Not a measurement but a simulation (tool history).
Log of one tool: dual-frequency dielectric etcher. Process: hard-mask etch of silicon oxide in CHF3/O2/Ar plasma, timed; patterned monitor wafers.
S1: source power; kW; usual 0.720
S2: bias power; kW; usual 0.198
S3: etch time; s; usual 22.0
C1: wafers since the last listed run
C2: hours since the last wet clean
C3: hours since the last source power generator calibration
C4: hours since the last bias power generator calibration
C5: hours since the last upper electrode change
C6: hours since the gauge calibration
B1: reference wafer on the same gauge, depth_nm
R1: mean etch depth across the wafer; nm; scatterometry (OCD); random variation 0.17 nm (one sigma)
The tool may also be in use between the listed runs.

| run | day | S1 | S2 | S3 | C1 | C2 | C3 | C4 | C5 | C6 | B1 | R1 |
|---|---|---|---|---|---|---|---|---|---|---|---|---|
| 1 | 0.000 | 0.720 | 0.198 | 22.0 | 0 | 359.4 | 1752.2 | 3638.7 | 4184.0 | 637.7 | 50.12 | 53.39 |
|  | 0.096 | gauge calibrated |
| 2 | 5.175 | 0.720 | 0.198 | 22.0 | 2746 | 483.6 | 1876.4 | 3762.9 | 4308.2 | 121.9 | 50.12 | 53.26 |
| 3 | 7.425 | 0.720 | 0.198 | 22.0 | 1194 | 537.6 | 1930.4 | 3816.9 | 4362.2 | 175.9 | 50.02 | 53.12 |
|  | 9.379 | wet clean of the chamber |
| 4 | 9.883 | 0.720 | 0.198 | 22.0 | 774 | 12.1 | 1989.4 | 3875.9 | 4421.2 | 234.9 | 50.07 | 55.10 |
| 5 | 10.942 | 0.720 | 0.198 | 22.0 | 561 | 37.5 | 2014.8 | 3901.3 | 4446.6 | 260.3 | 50.09 | 54.99 |
| 6 | 13.012 | 0.720 | 0.198 | 22.0 | 1099 | 87.2 | 2064.5 | 3951.0 | 4496.3 | 310.0 | 50.15 | 54.65 |
| 7 | 15.042 | 0.770 | 0.226 | 22.0 | 1077 | 135.9 | 2113.2 | 3999.7 | 4545.0 | 358.7 | 50.14 | 57.54 |
|  | 16.325 | bias power generator calibrated |
| 8 | 16.496 | 0.770 | 0.226 | 22.0 | 683 | 170.8 | 2148.1 | 4.1 | 4579.9 | 393.6 | 50.16 | 57.54 |
| 9 | 18.254 | 0.720 | 0.198 | 22.0 | 933 | 213.0 | 2190.3 | 46.3 | 4622.1 | 435.8 | 50.06 | 54.29 |
| 10 | 19.629 | 0.720 | 0.198 | 17.5 | 729 | 246.0 | 2223.3 | 79.3 | 4655.1 | 468.8 | 50.13 | 43.06 |
| 11 | 22.267 | 0.720 | 0.222 | 22.0 | 1400 | 309.3 | 2286.6 | 142.6 | 4718.4 | 532.1 | 50.00 | 55.57 |
| 12 | 23.746 | 0.660 | 0.198 | 28.5 | 785 | 344.8 | 2322.1 | 178.1 | 4753.9 | 567.6 | 50.04 | 66.66 |
| 13 | 25.392 | 0.720 | 0.198 | 22.0 | 873 | 384.3 | 2361.6 | 217.6 | 4793.4 | 607.1 | 50.11 | 53.51 |
| 14 | 26.917 | 0.720 | 0.198 | 22.0 | 809 | 420.9 | 2398.2 | 254.2 | 4830.0 | 643.7 | 50.14 | 53.75 |
|  | 29.283 | gauge calibrated |
|  | 29.362 | wet clean of the chamber |
|  | 31.150 | source power generator calibrated |
|  | 31.238 | upper electrode replaced |
| 15 | 35.112 | 0.660 | 0.223 | 22.0 | 3685 | 138.0 | 95.1 | 450.9 | 93.0 | 139.9 | 50.09 | 53.40 |
| 16 | 37.954 | 0.720 | 0.198 | 22.0 | 1508 | 206.2 | 163.3 | 519.1 | 161.2 | 208.1 | 50.20 | 53.98 |
| 17 | 39.483 | 0.770 | 0.223 | 20.5 | 811 | 242.9 | 200.0 | 555.8 | 197.9 | 244.8 | 50.14 | 53.16 |
| 18 | 41.946 | 0.860 | 0.198 | 15.5 | 1307 | 302.0 | 259.1 | 614.9 | 257.0 | 303.9 | 50.07 | 41.18 |
| 19 | 42.979 | 0.720 | 0.176 | 22.0 | 548 | 326.8 | 283.9 | 639.7 | 281.8 | 328.7 | 50.08 | 52.32 |

Hidden state or all else? Some run-to-run changes of R1, split into what the settings, what came in and random variation would give without the hidden state, and what is left for the hidden state (with any gauge scatter that isn't in both results):
The hidden state here: etch rate over this chamber's usual, %; source power that arrives over what is set, %; bias power that arrives over what is set, %; gauge reads high (%).
Run 3 -> 4: wet clean of the chamber. R1 +1.98 nm: hidden state +1.93, all else +0.05.
Run 12 -> 13: S1 0.660 -> 0.720, S3 28.5 -> 22.0. R1 -13.15 nm: hidden state +0.04, all else -13.19.
